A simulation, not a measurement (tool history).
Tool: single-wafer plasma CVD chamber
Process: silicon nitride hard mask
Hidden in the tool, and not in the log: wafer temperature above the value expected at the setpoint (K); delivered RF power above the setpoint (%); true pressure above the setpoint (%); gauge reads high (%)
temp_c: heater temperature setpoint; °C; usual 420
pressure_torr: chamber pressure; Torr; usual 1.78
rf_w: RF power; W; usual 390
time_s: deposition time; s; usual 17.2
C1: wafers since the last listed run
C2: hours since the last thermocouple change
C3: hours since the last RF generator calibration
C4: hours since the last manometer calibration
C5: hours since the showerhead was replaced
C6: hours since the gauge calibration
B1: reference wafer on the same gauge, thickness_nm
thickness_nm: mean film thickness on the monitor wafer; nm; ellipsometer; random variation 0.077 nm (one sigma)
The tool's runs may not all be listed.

{"run": 1, "hour": 0.0, "temp_c": 420, "pressure_torr": 1.78, "rf_w": 450, "time_s": 17.2, "C1": 0, "C2": 780.3, "C3": 1642.4, "C4": 1626, "C5": 2499.6, "C6": 181.1, "B1": 19.593, "thickness_nm": 25.141}
{"run": 2, "hour": 59.6, "temp_c": 420, "pressure_torr": 1.78, "rf_w": 450, "time_s": 17.2, "C1": 2228, "C2": 839.9, "C3": 1702, "C4": 1685.6, "C5": 2559.2, "C6": 240.7, "B1": 19.617, "thickness_nm": 25.007}
{"run": 3, "hour": 97.8, "temp_c": 420, "pressure_torr": 1.78, "rf_w": 450, "time_s": 17.2, "C1": 1428, "C2": 878.1, "C3": 1740.2, "C4": 1723.8, "C5": 2597.4, "C6": 278.9, "B1": 19.592, "thickness_nm": 24.92}
{"run": 4, "hour": 146.6, "temp_c": 420, "pressure_torr": 1.78, "rf_w": 390, "time_s": 17.2, "C1": 1824, "C2": 926.9, "C3": 1789, "C4": 1772.6, "C5": 2646.2, "C6": 327.7, "B1": 19.584, "thickness_nm": 22.323}
{"run": 5, "hour": 202.4, "temp_c": 410, "pressure_torr": 1.78, "rf_w": 390, "time_s": 17.2, "C1": 2086, "C2": 982.7, "C3": 1844.8, "C4": 1828.4, "C5": 2702, "C6": 383.5, "B1": 19.594, "thickness_nm": 22.427}
{"run": 6, "hour": 260.9, "temp_c": 410, "pressure_torr": 1.78, "rf_w": 390, "time_s": 17.2, "C1": 2187, "C2": 1041.2, "C3": 1903.3, "C4": 1886.9, "C5": 2760.5, "C6": 442, "B1": 19.603, "thickness_nm": 22.285}
{"run": 7, "hour": 290.0, "temp_c": 410, "pressure_torr": 1.78, "rf_w": 390, "time_s": 17.2, "C1": 1088, "C2": 1070.3, "C3": 1932.4, "C4": 1916, "C5": 2789.6, "C6": 471.1, "B1": 19.582, "thickness_nm": 22.221}
{"run": 8, "hour": 348.2, "temp_c": 420, "pressure_torr": 1.89, "rf_w": 445, "time_s": 17.2, "C1": 2176, "C2": 1128.5, "C3": 1990.6, "C4": 1974.2, "C5": 2847.8, "C6": 529.3, "B1": 19.6, "thickness_nm": 25.151}
{"hour": 377.7, "done": "thermocouple changed; heater temperature recalibrated"}
{"run": 9, "hour": 381.3, "temp_c": 420, "pressure_torr": 1.89, "rf_w": 445, "time_s": 17.2, "C1": 938, "C2": 3.6, "C3": 2023.7, "C4": 2007.3, "C5": 2880.9, "C6": 562.4, "B1": 19.6, "thickness_nm": 25.089}
{"run": 10, "hour": 440.5, "temp_c": 420, "pressure_torr": 1.89, "rf_w": 445, "time_s": 17.2, "C1": 2213, "C2": 62.8, "C3": 2082.9, "C4": 2066.5, "C5": 2940.1, "C6": 621.6, "B1": 19.577, "thickness_nm": 25.05}
{"hour": 472.7, "done": "showerhead replaced"}
{"hour": 506.3, "done": "capacitance manometer re-zeroed and calibrated"}
{"run": 11, "hour": 506.8, "temp_c": 420, "pressure_torr": 1.78, "rf_w": 390, "time_s": 17.2, "C1": 1880, "C2": 129.1, "C3": 2149.2, "C4": 0.5, "C5": 34.1, "C6": 687.9, "B1": 19.619, "thickness_nm": 22.539}
{"run": 12, "hour": 535.4, "temp_c": 420, "pressure_torr": 1.78, "rf_w": 390, "time_s": 17.2, "C1": 1069, "C2": 157.7, "C3": 2177.8, "C4": 29.1, "C5": 62.7, "C6": 716.5, "B1": 19.62, "thickness_nm": 22.541}
{"run": 13, "hour": 597.3, "temp_c": 420, "pressure_torr": 1.78, "rf_w": 390, "time_s": 17.2, "C1": 2314, "C2": 219.6, "C3": 2239.7, "C4": 91, "C5": 124.6, "C6": 778.4, "B1": 19.6, "thickness_nm": 22.569}
{"run": 14, "hour": 634.0, "temp_c": 424, "pressure_torr": 2.17, "rf_w": 355, "time_s": 14.2, "C1": 1372, "C2": 256.3, "C3": 2276.4, "C4": 127.7, "C5": 161.3, "C6": 815.1, "B1": 19.592, "thickness_nm": 18.431}
{"run": 15, "hour": 703.2, "temp_c": 420, "pressure_torr": 1.78, "rf_w": 390, "time_s": 15.4, "C1": 2587, "C2": 325.5, "C3": 2345.6, "C4": 196.9, "C5": 230.5, "C6": 884.3, "B1": 19.586, "thickness_nm": 20.139}
{"run": 16, "hour": 733.3, "temp_c": 420, "pressure_torr": 1.78, "rf_w": 390, "time_s": 15.5, "C1": 1125, "C2": 355.6, "C3": 2375.7, "C4": 227, "C5": 260.6, "C6": 914.4, "B1": 19.618, "thickness_nm": 20.286}
{"hour": 770.8, "done": "RF generator calibrated"}
{"run": 17, "hour": 804.9, "temp_c": 420, "pressure_torr": 1.78, "rf_w": 465, "time_s": 17.2, "C1": 2378, "C2": 427.2, "C3": 34.1, "C4": 298.6, "C5": 332.2, "C6": 986, "B1": 19.586, "thickness_nm": 26.731}
{"run": 18, "hour": 829.3, "temp_c": 420, "pressure_torr": 1.78, "rf_w": 450, "time_s": 17.2, "C1": 912, "C2": 451.6, "C3": 58.5, "C4": 323, "C5": 356.6, "C6": 1010.4, "B1": 19.62, "thickness_nm": 26.102}
{"hour": 839.1, "done": "gauge calibrated"}
{"run": 19, "hour": 871.4, "temp_c": 406, "pressure_torr": 1.78, "rf_w": 335, "time_s": 19.4, "C1": 1574, "C2": 493.7, "C3": 100.6, "C4": 365.1, "C5": 398.7, "C6": 32.3, "B1": 19.643, "thickness_nm": 23.274}
{"run": 20, "hour": 908.1, "temp_c": 410, "pressure_torr": 1.78, "rf_w": 390, "time_s": 17.2, "C1": 1372, "C2": 530.4, "C3": 137.3, "C4": 401.8, "C5": 435.4, "C6": 69, "B1": 19.596, "thickness_nm": 23.507}
{"run": 21, "hour": 942.0, "temp_c": 420, "pressure_torr": 1.64, "rf_w": 345, "time_s": 17.2, "C1": 1267, "C2": 564.3, "C3": 171.2, "C4": 435.7, "C5": 469.3, "C6": 102.9, "B1": 19.614, "thickness_nm": 20.38}
{"run": 22, "hour": 977.7, "temp_c": 416, "pressure_torr": 1.78, "rf_w": 390, "time_s": 17.2, "C1": 1334, "C2": 600, "C3": 206.9, "C4": 471.4, "C5": 505, "C6": 138.6, "B1": 19.61, "thickness_nm": 23.177}
{"run": 23, "hour": 1022.7, "temp_c": 420, "pressure_torr": 2.07, "rf_w": 420, "time_s": 17.2, "C1": 1682, "C2": 645, "C3": 251.9, "C4": 516.4, "C5": 550, "C6": 183.6, "B1": 19.596, "thickness_nm": 25.842}
{"run": 24, "hour": 1060.3, "temp_c": 420, "pressure_torr": 1.78, "rf_w": 335, "time_s": 19, "C1": 1405, "C2": 682.6, "C3": 289.5, "C4": 554, "C5": 587.6, "C6": 221.2, "B1": 19.578, "thickness_nm": 22.529}
{"run": 25, "hour": 1125.3, "temp_c": 420, "pressure_torr": 1.78, "rf_w": 390, "time_s": 17.2, "C1": 2430, "C2": 747.6, "C3": 354.5, "C4": 619, "C5": 652.6, "C6": 286.2, "B1": 19.585, "thickness_nm": 23.017}
{"run": 26, "hour": 1167.0, "temp_c": 424, "pressure_torr": 1.53, "rf_w": 350, "time_s": 18.7, "C1": 1559, "C2": 789.3, "C3": 396.2, "C4": 660.7, "C5": 694.3, "C6": 327.9, "B1": 19.598, "thickness_nm": 21.504}
{"run": 27, "hour": 1214.7, "temp_c": 429, "pressure_torr": 1.78, "rf_w": 390, "time_s": 17.2, "C1": 1783, "C2": 837, "C3": 443.9, "C4": 708.4, "C5": 742, "C6": 375.6, "B1": 19.586, "thickness_nm": 23.013}

Measured less the same run without the tool's hidden state. The same run-to-run variation is in both; the gauge's scatter may not be:
run=1 thickness_nm=-1.381
run=2 thickness_nm=-1.415
run=3 thickness_nm=-1.436
run=4 thickness_nm=-1.399
run=5 thickness_nm=-1.442
run=6 thickness_nm=-1.471
run=7 thickness_nm=-1.485
run=8 thickness_nm=-1.628
run=9 thickness_nm=-1.649
run=10 thickness_nm=-1.69
run=11 thickness_nm=-1.186
run=12 thickness_nm=-1.19
run=13 thickness_nm=-1.198
run=14 thickness_nm=-1.002
run=15 thickness_nm=-1.082
run=16 thickness_nm=-1.092
run=17 thickness_nm=-0.244
run=18 thickness_nm=-0.301
run=19 thickness_nm=-0.363
run=20 thickness_nm=-0.406
run=21 thickness_nm=-0.409
run=22 thickness_nm=-0.495
run=23 thickness_nm=-0.573
run=24 thickness_nm=-0.61
run=25 thickness_nm=-0.677
run=26 thickness_nm=-0.694
run=27 thickness_nm=-0.777

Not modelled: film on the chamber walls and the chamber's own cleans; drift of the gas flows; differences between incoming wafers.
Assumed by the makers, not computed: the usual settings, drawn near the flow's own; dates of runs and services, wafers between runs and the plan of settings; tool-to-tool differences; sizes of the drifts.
